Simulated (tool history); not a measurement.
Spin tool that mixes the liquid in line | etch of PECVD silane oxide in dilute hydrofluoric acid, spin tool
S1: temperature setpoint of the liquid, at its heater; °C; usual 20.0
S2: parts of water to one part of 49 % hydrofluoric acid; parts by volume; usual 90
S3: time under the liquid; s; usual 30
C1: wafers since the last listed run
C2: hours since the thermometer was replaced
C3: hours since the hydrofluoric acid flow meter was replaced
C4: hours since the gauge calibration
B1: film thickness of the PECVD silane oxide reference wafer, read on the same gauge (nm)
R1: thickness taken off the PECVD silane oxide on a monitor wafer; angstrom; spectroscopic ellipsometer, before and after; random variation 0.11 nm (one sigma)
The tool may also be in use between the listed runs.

Run 1, day 0.000: usual settings; C1 0; C2 1785.9; C3 1084.6; C4 50.2; B1 120.92. Result: R1 132.1 angstrom.
Run 2, day 0.658: usual settings but S2 75 parts by volume; C1 126; C2 1801.7; C3 1100.4; C4 66.0; B1 121.17. Result: R1 159.8 angstrom.
Run 3, day 1.558: usual settings; C1 172; C2 1823.3; C3 1122.0; C4 87.6; B1 121.40. Result: R1 130.4 angstrom.
Run 4, day 2.525: usual settings; C1 185; C2 1846.5; C3 1145.2; C4 110.8; B1 121.66. Result: R1 129.6 angstrom.
Run 5, day 3.246: usual settings but S3 40 s; C1 138; C2 1863.8; C3 1162.5; C4 128.1; B1 121.85. Result: R1 176.2 angstrom.
Run 6, day 4.625: usual settings but S3 40 s; C1 264; C2 1896.9; C3 1195.6; C4 161.2; B1 122.24. Result: R1 177.9 angstrom.
Run 7, day 5.875: usual settings but S3 40 s; C1 239; C2 1926.9; C3 1225.6; C4 191.2; B1 122.53. Result: R1 176.6 angstrom.
At day 6.042: thermometer replaced.
Run 8, day 6.529: usual settings but S1 24.0 °C, S2 110 parts by volume, S3 40 s; C1 117; C2 11.7; C3 1241.3; C4 206.9; B1 122.75. Result: R1 165.2 angstrom.
At day 6.650: hydrofluoric acid flow meter replaced.
Run 9, day 7.104: usual settings but S1 24.0 °C, S2 110 parts by volume, S3 40 s; C1 102; C2 25.5; C3 10.9; C4 220.7; B1 122.82. Result: R1 164.4 angstrom.
Run 10, day 8.088: usual settings but S2 55 parts by volume, S3 15 s; C1 188; C2 49.1; C3 34.5; C4 244.3; B1 122.98. Result: R1 113.7 angstrom.
Run 11, day 8.808: usual settings but S1 22.5 °C, S2 105 parts by volume, S3 45 s; C1 138; C2 66.4; C3 51.8; C4 261.6; B1 123.17. Result: R1 190.1 angstrom.
Run 12, day 9.608: usual settings but S1 17.0 °C, S2 45 parts by volume, S3 25 s; C1 153; C2 85.6; C3 71.0; C4 280.8; B1 123.32. Result: R1 206.1 angstrom.
Run 13, day 11.096: usual settings but S1 17.0 °C, S2 110 parts by volume; C1 284; C2 121.3; C3 106.7; C4 316.5; B1 123.61. Result: R1 94.5 angstrom.
Run 14, day 11.696: usual settings but S3 45 s; C1 114; C2 135.7; C3 121.1; C4 330.9; B1 123.69. Result: R1 200.6 angstrom.
Run 15, day 13.017: usual settings but S1 22.0 °C, S3 50 s; C1 253; C2 167.4; C3 152.8; C4 362.6; B1 123.96. Result: R1 241.5 angstrom.
Run 16, day 13.521: usual settings; C1 96; C2 179.5; C3 164.9; C4 374.7; B1 123.99. Result: R1 132.6 angstrom.
Run 17, day 15.004: usual settings but S3 15 s; C1 284; C2 215.1; C3 200.5; C4 410.3; B1 124.20. Result: R1 67.0 angstrom.
Run 18, day 16.146: usual settings but S2 65 parts by volume, S3 20 s; C1 218; C2 242.5; C3 227.9; C4 437.7; B1 124.40. Result: R1 127.9 angstrom.
Run 19, day 17.121: usual settings but S1 24.0 °C, S2 105 parts by volume, S3 15 s; C1 186; C2 265.9; C3 251.3; C4 461.1; B1 124.53. Result: R1 66.4 angstrom.
Run 20, day 17.938: usual settings but S1 17.5 °C, S2 55 parts by volume, S3 15 s; C1 156; C2 285.5; C3 270.9; C4 480.7; B1 124.63. Result: R1 102.4 angstrom.
Run 21, day 18.721: usual settings but S1 24.5 °C, S2 135 parts by volume; C1 150; C2 304.3; C3 289.7; C4 499.5; B1 124.67. Result: R1 100.7 angstrom.
Run 22, day 20.092: usual settings but S1 17.0 °C, S3 50 s; C1 262; C2 337.2; C3 322.6; C4 532.4; B1 124.83. Result: R1 200.6 angstrom.
Run 23, day 21.112: usual settings but S1 24.5 °C, S3 15 s; C1 195; C2 361.7; C3 347.1; C4 556.9; B1 124.95. Result: R1 82.2 angstrom.
Run 24, day 22.500: usual settings but S1 24.5 °C, S2 120 parts by volume, S3 20 s; C1 265; C2 395.0; C3 380.4; C4 590.2; B1 125.06. Result: R1 78.6 angstrom.
Run 25, day 23.358: usual settings but S1 23.0 °C, S2 120 parts by volume; C1 164; C2 415.6; C3 401.0; C4 610.8; B1 125.21. Result: R1 109.2 angstrom.
Run 26, day 24.038: usual settings but S2 100 parts by volume; C1 130; C2 431.9; C3 417.3; C4 627.1; B1 125.24. Result: R1 121.2 angstrom.
Run 27, day 25.350: usual settings but S1 24.0 °C, S2 110 parts by volume, S3 40 s; C1 251; C2 463.4; C3 448.8; C4 658.6; B1 125.36. Result: R1 168.7 angstrom.
Run 28, day 26.392: usual settings but S2 120 parts by volume; C1 199; C2 488.4; C3 473.8; C4 683.6; B1 125.45. Result: R1 97.8 angstrom.
Run 29, day 29.750: usual settings but S1 22.0 °C, S2 70 parts by volume, S3 40 s; C1 643; C2 569.0; C3 554.4; C4 764.2; B1 125.67. Result: R1 257.3 angstrom.
Run 30, day 31.142: usual settings; C1 266; C2 602.4; C3 587.8; C4 797.6; B1 125.71. Result: R1 137.0 angstrom.
Run 31, day 32.417: usual settings but S3 15 s; C1 244; C2 633.0; C3 618.4; C4 828.2; B1 125.80. Result: R1 69.0 angstrom.
Run 32, day 33.471: usual settings but S2 125 parts by volume, S3 45 s; C1 201; C2 658.3; C3 643.7; C4 853.5; B1 125.88. Result: R1 141.1 angstrom.

How the hidden state differs across the entries between the runs, from the last listed run before each to the first after it:
Between runs 7 and 8: thermometer replaced (day 6.042)
  gauge reads high (%): 2.13 -> 2.25
  measured less the result without the state, R1: +3.6 -> +3.6 angstrom
Between runs 8 and 9: hydrofluoric acid flow meter replaced (day 6.650)
  gauge reads high (%): 2.25 -> 2.36
  measured less the result without the state, R1: +3.6 -> +3.8 angstrom

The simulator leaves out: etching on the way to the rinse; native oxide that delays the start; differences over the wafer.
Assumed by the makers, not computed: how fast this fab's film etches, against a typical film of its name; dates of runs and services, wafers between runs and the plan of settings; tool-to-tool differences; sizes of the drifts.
